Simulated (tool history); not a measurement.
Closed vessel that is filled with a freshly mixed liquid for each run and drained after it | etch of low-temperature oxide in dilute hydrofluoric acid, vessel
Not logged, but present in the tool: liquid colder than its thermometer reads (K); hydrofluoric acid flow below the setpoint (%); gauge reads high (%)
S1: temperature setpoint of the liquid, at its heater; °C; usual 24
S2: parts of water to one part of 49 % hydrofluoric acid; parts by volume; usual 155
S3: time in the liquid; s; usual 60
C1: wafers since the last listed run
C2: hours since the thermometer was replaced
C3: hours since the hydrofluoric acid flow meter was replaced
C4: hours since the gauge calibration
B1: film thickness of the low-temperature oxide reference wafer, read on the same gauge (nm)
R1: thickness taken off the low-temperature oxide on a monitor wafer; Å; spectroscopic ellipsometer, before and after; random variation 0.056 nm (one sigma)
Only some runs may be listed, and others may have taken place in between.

run,hour,S1,S2,S3,C1,C2,C3,C4,B1,R1
1,0,24,155,60,0,803.7,998.7,176.4,100.02,64.3
2,47.3,24,155,80,3259,851,1046,223.7,99.98,84.4
3,54.8,24,155,80,516,858.5,1053.5,231.2,99.98,83.9
4,65.9,24,155,80,764,869.6,1064.6,242.3,99.97,83.8
5,72.6,24,155,60,461,876.3,1071.3,249,100.01,62.7
6,80.3,24,155,60,530,884,1079,256.7,100,63
7,120.8,24,155,60,2790,924.5,1119.5,297.2,100.02,61.7
8,129.8,24,155,60,620,933.5,1128.5,306.2,99.99,62.3
9,137.7,24,155,60,544,941.4,1136.4,314.1,99.97,62.7
# hour 168.4: gauge calibrated
10,188,24,155,60,3465,991.7,1186.7,19.6,100.02,61.3
11,205.9,24,155,60,1233,1009.6,1204.6,37.5,99.99,61.4
12,228.8,24,155,60,1577,1032.5,1227.5,60.4,99.98,61.2
13,241.3,26,155,60,861,1045,1240,72.9,99.98,66.4
14,251.8,25.5,155,60,723,1055.5,1250.5,83.4,100,64.5
15,266.3,25.5,155,60,999,1070,1265,97.9,100.03,64
16,279,21,100,90,875,1082.7,1277.7,110.6,100,133.7
17,290.7,27,125,60,806,1094.4,1289.4,122.3,100,86.6

Run 18, settings as shown, results not yet in. Your forecast:
# hour 295.9: thermometer replaced
18,307.6,20.5,155,60,1095,11.7,1306.3,139.2,?,?

{"run 18": {"B1": 100.03, "R1": 58.8}}
With the hidden condition absent and the run-to-run variation left alone, this run would have shown R1 68.8 Å.
